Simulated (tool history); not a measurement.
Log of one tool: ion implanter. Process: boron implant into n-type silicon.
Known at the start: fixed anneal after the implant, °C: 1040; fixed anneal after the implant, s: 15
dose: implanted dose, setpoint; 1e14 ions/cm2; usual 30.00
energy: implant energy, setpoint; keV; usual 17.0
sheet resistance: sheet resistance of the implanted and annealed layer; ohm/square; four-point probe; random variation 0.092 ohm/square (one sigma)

run,hour,dose,energy,wafers since the last listed run,hours since the last dose calibration,hours since the extraction supply was calibrated,hours since the gauge calibration,"read-back reference wafer on the same gauge, sheet resistance",sheet resistance
1,0.0,30.00,17.0,0,682.5,6614.4,211.7,59.26,61.73
2,7.9,30.00,17.0,146,690.4,6622.3,219.6,59.23,61.61
3,46.9,30.00,17.0,725,729.4,6661.3,258.6,59.21,62.02
4,56.0,30.00,20.5,169,738.5,6670.4,267.7,59.22,57.19
5,71.0,30.00,20.5,279,753.5,6685.4,282.7,59.20,57.07
6,82.4,30.00,20.5,212,764.9,6696.8,294.1,59.18,57.27
7,90.2,26.67,17.0,145,772.7,6704.6,301.9,59.19,64.58
8,100.0,30.00,17.0,182,782.5,6714.4,311.7,59.21,61.90
9,112.3,30.00,17.0,228,794.8,6726.7,324.0,59.19,61.94
10,119.3,30.00,17.0,130,801.8,6733.7,331.0,59.18,61.97
11,136.8,30.00,17.0,325,819.3,6751.2,348.5,59.19,62.14
12,163.2,30.00,17.0,491,845.7,6777.6,374.9,59.18,61.94
13,180.1,30.00,21.0,314,862.6,6794.5,391.8,59.20,56.95
14,195.8,30.00,17.0,292,878.3,6810.2,407.5,59.22,61.88
15,207.6,30.00,17.0,219,890.1,6822.0,419.3,59.20,62.07
16,216.5,30.00,17.0,165,899.0,6830.9,428.2,59.17,62.14
# hour 220.5: gauge calibrated
17,224.0,30.00,13.5,139,906.5,6838.4,3.5,59.18,69.37
18,233.9,26.18,21.5,184,916.4,6848.3,13.4,59.18,60.14
# hour 246.7: Faraday cup replaced and dose calibrated
19,247.2,34.47,14.0,98,0.5,6861.6,26.7,59.22,65.65
20,253.2,27.66,12.0,111,6.5,6867.6,32.7,59.21,74.89
21,261.2,27.25,20.0,148,14.5,6875.6,40.7,59.20,59.43
22,274.6,21.05,20.5,249,27.9,6889.0,54.1,59.16,67.48
23,285.0,25.75,15.0,193,38.3,6899.4,64.5,59.21,68.39
24,292.4,25.24,12.5,137,45.7,6906.8,71.9,59.23,75.23
25,299.7,30.00,17.0,135,53.0,6914.1,79.2,59.18,61.23
26,312.0,30.00,17.0,228,65.3,6926.4,91.5,59.20,61.32
# hour 332.8: extraction supply calibrated
27,333.3,30.00,17.0,247,86.6,0.5,112.8,59.20,61.38
28,336.5,30.00,17.0,59,89.8,3.7,116.0,59.24,61.39
29,354.2,32.96,15.0,329,107.5,21.4,133.7,59.22,63.81
30,370.6,23.45,11.5,305,123.9,37.8,150.1,59.18,80.19
31,384.0,34.93,15.0,249,137.3,51.2,163.5,59.22,63.28
32,402.0,33.84,12.5,334,155.3,69.2,181.5,59.18,70.46
33,417.6,30.00,17.0,290,170.9,84.8,197.1,59.16,61.39
34,432.8,30.00,17.0,282,186.1,100.0,212.3,59.18,61.63
35,443.8,27.56,17.0,204,197.1,111.0,223.3,59.20,63.42
36,460.3,36.23,13.0,306,213.6,127.5,239.8,59.19,68.27
37,472.3,26.43,15.0,223,225.6,139.5,251.8,59.14,68.05

The same runs without the tool's hidden state, with the same run-to-run variation:
The hidden state here: deviation of the true dose from the Faraday cup's reading, %; deviation of the true energy from its setpoint, %; gauge reads high (%).
run,sheet resistance
1,61.18
2,61.04
3,61.41
4,56.48
5,56.34
6,56.53
7,63.70
8,61.23
9,61.25
10,61.28
11,61.42
12,61.20
13,56.06
14,61.10
15,61.27
16,61.33
17,68.68
18,58.86
19,65.62
20,74.85
21,59.36
22,67.33
23,68.29
24,75.13
25,61.14
26,61.21
27,61.26
28,61.26
29,63.71
30,79.97
31,63.18
32,70.35
33,61.17
34,61.40
35,63.11
36,68.17
37,67.71

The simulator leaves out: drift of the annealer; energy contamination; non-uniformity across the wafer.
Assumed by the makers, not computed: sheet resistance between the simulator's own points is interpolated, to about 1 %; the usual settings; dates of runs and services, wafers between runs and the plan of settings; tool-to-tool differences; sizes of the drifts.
